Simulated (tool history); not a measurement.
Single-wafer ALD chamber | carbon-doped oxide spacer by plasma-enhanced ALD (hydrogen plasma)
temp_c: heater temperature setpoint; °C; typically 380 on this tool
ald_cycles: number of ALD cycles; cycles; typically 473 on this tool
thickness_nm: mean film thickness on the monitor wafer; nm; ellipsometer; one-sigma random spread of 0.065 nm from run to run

run,hour,temp_c,ald_cycles,wafers since the last listed run,hours since the last thermocouple change,hours since the gauge calibration,"read-back reference wafer on the same gauge, thickness_nm",thickness_nm
1,0,380,473,0,1332.2,241,29.198,26.058
2,19.5,380,473,15,1351.7,260.5,29.192,26.175
3,53.4,380,473,27,1385.6,294.4,29.188,26.149
4,78.3,380,473,20,1410.5,319.3,29.205,26.059
5,110.8,380,473,26,1443,351.8,29.182,26.01
6,131.2,380,473,16,1463.4,372.2,29.219,25.998
7,166.9,380,473,29,1499.1,407.9,29.186,26.159
8,185.1,380,473,14,1517.3,426.1,29.198,26.127
9,204,371,473,15,1536.2,445,29.188,26.03
10,238.4,371,473,28,1570.6,479.4,29.207,26.169
11,260.3,377,473,17,1592.5,501.3,29.181,26.198
12,287.5,380,473,22,1619.7,528.5,29.171,26.139
13,307.9,380,473,16,1640.1,548.9,29.16,25.942
14,342.3,380,473,28,1674.5,583.3,29.186,25.985
15,359.6,380,473,14,1691.8,600.6,29.215,26.076
16,373.1,380,473,11,1705.3,614.1,29.191,25.991
17,402.1,380,473,23,1734.3,643.1,29.22,26.217
18,437.7,380,473,29,1769.9,678.7,29.197,26.095
19,450.2,368,473,10,1782.4,691.2,29.201,26.108
20,484.1,393,432,27,1816.3,725.1,29.202,23.795
# hour 517.5: thermocouple changed; heater temperature recalibrated
21,518,390,541,21,0.5,759,29.183,29.898
22,530,380,390,9,12.5,771,29.169,21.546
23,559.8,380,473,24,42.3,800.8,29.208,26.032
24,587.1,380,430,22,69.6,828.1,29.216,23.736
25,611.6,380,473,20,94.1,852.6,29.195,26.23
26,635.3,373,473,19,117.8,876.3,29.25,26.14
27,663.5,375,419,23,146,904.5,29.217,23.09
28,679,388,501,12,161.5,920,29.199,27.612
29,700,394,473,17,182.5,941,29.162,26.083
# hour 709.1: gauge calibrated
30,719.7,380,473,16,202.2,10.6,29.223,26.138
31,745,380,444,20,227.5,35.9,29.15,24.53
32,771.1,369,473,21,253.6,62,29.208,26.07
33,798.7,369,435,22,281.2,89.6,29.203,23.968
34,830.5,367,499,25,313,121.4,29.183,27.496
35,849.3,380,473,15,331.8,140.2,29.178,26.141
36,863.7,380,473,11,346.2,154.6,29.156,26.128
37,893,380,473,23,375.5,183.9,29.212,26.11
38,923.5,380,473,24,406,214.4,29.215,26.093
39,958.3,366,473,28,440.8,249.2,29.238,25.966

For each run, what was the tool's unlogged condition?
wafer temperature above the value expected at the setpoint (K): 0 at every run
gauge reads high (%): 0 at every run
